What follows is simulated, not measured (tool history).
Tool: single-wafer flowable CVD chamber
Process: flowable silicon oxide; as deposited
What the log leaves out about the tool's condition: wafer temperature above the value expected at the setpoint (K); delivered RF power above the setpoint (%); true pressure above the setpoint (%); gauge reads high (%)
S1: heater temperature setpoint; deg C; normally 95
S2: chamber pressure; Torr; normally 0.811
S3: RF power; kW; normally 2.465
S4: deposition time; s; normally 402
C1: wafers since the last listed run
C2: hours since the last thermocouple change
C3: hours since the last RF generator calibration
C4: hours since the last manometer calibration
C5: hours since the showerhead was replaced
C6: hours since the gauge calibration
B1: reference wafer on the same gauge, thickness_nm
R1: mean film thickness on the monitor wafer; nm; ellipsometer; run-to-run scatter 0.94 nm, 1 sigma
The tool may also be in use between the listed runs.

| run | day | S1 | S2 | S3 | S4 | C1 | C2 | C3 | C4 | C5 | C6 | B1 | R1 |
|---|---|---|---|---|---|---|---|---|---|---|---|---|---|
| 1 | 0 | 95 | 0.696 | 2.465 | 402 | 0 | 1580.3 | 1325.2 | 3128.1 | 4839.5 | 250.1 | 248.16 | 253.447 |
| 2 | 0.446 | 95 | 0.696 | 2.465 | 402 | 66 | 1591 | 1335.9 | 3138.8 | 4850.2 | 260.8 | 247.997 | 254.215 |
| 3 | 0.733 | 102 | 0.811 | 2.465 | 402 | 42 | 1597.9 | 1342.8 | 3145.7 | 4857.1 | 267.7 | 247.668 | 229.143 |
| 4 | 1.096 | 102 | 0.811 | 2.465 | 402 | 53 | 1606.6 | 1351.5 | 3154.4 | 4865.8 | 276.4 | 248.146 | 229.706 |
|  | 2.062 | capacitance manometer re-zeroed and calibrated |
| 5 | 2.083 | 102 | 0.811 | 2.465 | 402 | 97 | 1630.3 | 1375.2 | 0.5 | 4889.5 | 300.1 | 247.925 | 228.743 |
| 6 | 2.462 | 95 | 0.811 | 2.465 | 402 | 56 | 1639.4 | 1384.3 | 9.6 | 4898.6 | 309.2 | 247.978 | 285.758 |
| 7 | 3.917 | 95 | 0.811 | 2.465 | 402 | 216 | 1674.3 | 1419.2 | 44.5 | 4933.5 | 344.1 | 247.962 | 287.078 |
| 8 | 4.433 | 101 | 0.811 | 2.465 | 402 | 76 | 1686.7 | 1431.6 | 56.9 | 4945.9 | 356.5 | 248.037 | 236.512 |
| 9 | 4.95 | 95 | 0.811 | 2.295 | 402 | 76 | 1699.1 | 1444 | 69.3 | 4958.3 | 368.9 | 247.828 | 284.674 |
| 10 | 5.258 | 91 | 0.811 | 2.465 | 402 | 45 | 1706.5 | 1451.4 | 76.7 | 4965.7 | 376.3 | 248.037 | 326.791 |
| 11 | 5.592 | 95 | 0.712 | 2.465 | 452 | 49 | 1714.5 | 1459.4 | 84.7 | 4973.7 | 384.3 | 248.335 | 292.082 |
| 12 | 6.042 | 95 | 0.811 | 2.465 | 402 | 66 | 1725.3 | 1470.2 | 95.5 | 4984.5 | 395.1 | 248.207 | 285.798 |
| 13 | 6.683 | 95 | 0.811 | 2.465 | 402 | 95 | 1740.7 | 1485.6 | 110.9 | 4999.9 | 410.5 | 247.918 | 287.481 |
| 14 | 7.012 | 84 | 0.911 | 2.465 | 402 | 48 | 1748.6 | 1493.5 | 118.8 | 5007.8 | 418.4 | 247.984 | 440.11 |
| 15 | 7.458 | 95 | 0.811 | 2.465 | 402 | 66 | 1759.3 | 1504.2 | 129.5 | 5018.5 | 429.1 | 248.133 | 285.206 |
| 16 | 7.796 | 95 | 0.759 | 2.465 | 402 | 50 | 1767.4 | 1512.3 | 137.6 | 5026.6 | 437.2 | 247.906 | 272.379 |

Forecast run 17:
|  | 8.412 | RF generator calibrated |
| 17 | 9.729 | 95 | 0.976 | 2.625 | 402 | 237 | 1813.8 | 31.6 | 184 | 5073 | 483.6 | ? | ? |

Run 17 measured B1 248.25, R1 336.768 nm.
Without the tool's hidden state the same run would have given R1 336.768 nm.
